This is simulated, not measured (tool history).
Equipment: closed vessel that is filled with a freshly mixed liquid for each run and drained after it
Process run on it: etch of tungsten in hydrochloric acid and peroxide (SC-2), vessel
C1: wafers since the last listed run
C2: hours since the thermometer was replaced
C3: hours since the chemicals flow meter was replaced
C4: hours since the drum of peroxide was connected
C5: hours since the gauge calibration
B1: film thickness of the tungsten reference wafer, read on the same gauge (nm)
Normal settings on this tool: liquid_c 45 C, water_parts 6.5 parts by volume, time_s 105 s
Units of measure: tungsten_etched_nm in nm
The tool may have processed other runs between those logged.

run 1 day=0 | liquid_c=45 water_parts=6.5 time_s=105 | C1=0 C2=2170.9 C3=967.3 C4=361.9 C5=222.8 | B1=50.02 | tungsten_etched_nm=26.89
run 2 day=1.667 | liquid_c=45 water_parts=6.5 time_s=105 | C1=2519 C2=2210.9 C3=1007.3 C4=401.9 C5=262.8 | B1=49.99 | tungsten_etched_nm=26.82
run 3 day=4.175 | liquid_c=45 water_parts=5 time_s=105 | C1=3791 C2=2271.1 C3=1067.5 C4=462.1 C5=323 | B1=50.03 | tungsten_etched_nm=32.93
run 4 day=6.629 | liquid_c=45 water_parts=6.5 time_s=105 | C1=3710 C2=2330 C3=1126.4 C4=521 C5=381.9 | B1=50 | tungsten_etched_nm=26.99
run 5 day=8.133 | liquid_c=45 water_parts=6.5 time_s=105 | C1=2273 C2=2366.1 C3=1162.5 C4=557.1 C5=418 | B1=50.02 | tungsten_etched_nm=27.02
run 6 day=9.938 | liquid_c=41 water_parts=6.5 time_s=105 | C1=2727 C2=2409.4 C3=1205.8 C4=600.4 C5=461.3 | B1=50.01 | tungsten_etched_nm=20.14
run 7 day=11.088 | liquid_c=41 water_parts=6.5 time_s=105 | C1=1738 C2=2437 C3=1233.4 C4=628 C5=488.9 | B1=49.99 | tungsten_etched_nm=20.41
run 8 day=18.404 | liquid_c=45 water_parts=6.5 time_s=70 | C1=11060 C2=2612.6 C3=1409 C4=803.6 C5=664.5 | B1=50.01 | tungsten_etched_nm=17.98
run 9 day=21.062 | liquid_c=45 water_parts=6.5 time_s=70 | C1=4018 C2=2676.4 C3=1472.8 C4=867.4 C5=728.3 | B1=50.01 | tungsten_etched_nm=18.18
run 10 day=22.55 | liquid_c=45 water_parts=6.5 time_s=70 | C1=2248 C2=2712.1 C3=1508.5 C4=903.1 C5=764 | B1=50 | tungsten_etched_nm=17.92
run 11 day=24.608 | liquid_c=52.5 water_parts=6.5 time_s=105 | C1=3111 C2=2761.5 C3=1557.9 C4=952.5 C5=813.4 | B1=50.04 | tungsten_etched_nm=44.57
run 12 day=25.812 | liquid_c=45 water_parts=6.5 time_s=105 | C1=1820 C2=2790.4 C3=1586.8 C4=981.4 C5=842.3 | B1=50 | tungsten_etched_nm=27.15
run 13 day=28.596 | liquid_c=45 water_parts=8 time_s=45 | C1=4207 C2=2857.2 C3=1653.6 C4=1048.2 C5=909.1 | B1=50.01 | tungsten_etched_nm=9.71
-- day=30.179 thermometer replaced
-- day=31.608 new drum of peroxide connected
run 14 day=32.754 | liquid_c=38 water_parts=5 time_s=165 | C1=6160 C2=61.8 C3=1753.4 C4=27.5 C5=1008.9 | B1=50.01 | tungsten_etched_nm=32.45
run 15 day=35.071 | liquid_c=39.5 water_parts=8 time_s=75 | C1=3502 C2=117.4 C3=1809 C4=83.1 C5=1064.5 | B1=49.99 | tungsten_etched_nm=11.54
-- day=36.371 chemicals flow meter replaced
-- day=37.342 gauge calibrated
run 16 day=37.404 | liquid_c=42.5 water_parts=6.5 time_s=105 | C1=3464 C2=173.4 C3=24.8 C4=139.1 C5=1.5 | B1=50.01 | tungsten_etched_nm=22.39
run 17 day=40.192 | liquid_c=41 water_parts=5.5 time_s=145 | C1=4213 C2=240.3 C3=91.7 C4=206 C5=68.4 | B1=49.99 | tungsten_etched_nm=31.15
run 18 day=43.021 | liquid_c=45 water_parts=6.5 time_s=105 | C1=4276 C2=308.2 C3=159.6 C4=273.9 C5=136.3 | B1=50.02 | tungsten_etched_nm=26.35
run 19 day=45.958 | liquid_c=45 water_parts=5.5 time_s=75 | C1=4440 C2=378.7 C3=230.1 C4=344.4 C5=206.8 | B1=50.04 | tungsten_etched_nm=21.18
run 20 day=47.138 | liquid_c=36.5 water_parts=4 time_s=45 | C1=1782 C2=407 C3=258.4 C4=372.7 C5=235.1 | B1=50.02 | tungsten_etched_nm=8.77
run 21 day=49.304 | liquid_c=45 water_parts=6.5 time_s=105 | C1=3275 C2=459 C3=310.4 C4=424.7 C5=287.1 | B1=50.02 | tungsten_etched_nm=26.13
run 22 day=51.425 | liquid_c=42 water_parts=9 time_s=105 | C1=3206 C2=509.9 C3=361.3 C4=475.6 C5=338 | B1=50.05 | tungsten_etched_nm=16.71
run 23 day=53.933 | liquid_c=49.5 water_parts=8 time_s=60 | C1=3791 C2=570.1 C3=421.5 C4=535.8 C5=398.2 | B1=50.01 | tungsten_etched_nm=17.35

Consider 5 possible next runs. They are alternatives, not a sequence: every one starts from the tool as it was left by run 23. What does each give?
run A day=53.962 | liquid_c=45 water_parts=9 time_s=105 | C1=44 C2=570.8 C3=422.2 C4=536.5 C5=398.9 | B1=? | tungsten_etched_nm=?
run B day=53.962 | liquid_c=52 water_parts=6.5 time_s=105 | C1=44 C2=570.8 C3=422.2 C4=536.5 C5=398.9 | B1=? | tungsten_etched_nm=?
run C day=53.962 | liquid_c=45 water_parts=4.5 time_s=105 | C1=44 C2=570.8 C3=422.2 C4=536.5 C5=398.9 | B1=? | tungsten_etched_nm=?
run D day=53.962 | liquid_c=45 water_parts=4 time_s=105 | C1=44 C2=570.8 C3=422.2 C4=536.5 C5=398.9 | B1=? | tungsten_etched_nm=?
run E day=53.962 | liquid_c=40.5 water_parts=8 time_s=75 | C1=44 C2=570.8 C3=422.2 C4=536.5 C5=398.9 | B1=? | tungsten_etched_nm=?

run=A B1=50 tungsten_etched_nm=20.45
run=B B1=50 tungsten_etched_nm=42.36
run=C B1=50 tungsten_etched_nm=34.57
run=D B1=50 tungsten_etched_nm=37.44
run=E B1=50 tungsten_etched_nm=11.73
The same runs, with their run-to-run variation unchanged, on a tool lacking any hidden condition would have given:
run=A tungsten_etched_nm=20.56
run=B tungsten_etched_nm=42.62
run=C tungsten_etched_nm=34.79
run=D tungsten_etched_nm=37.69
run=E tungsten_etched_nm=11.8
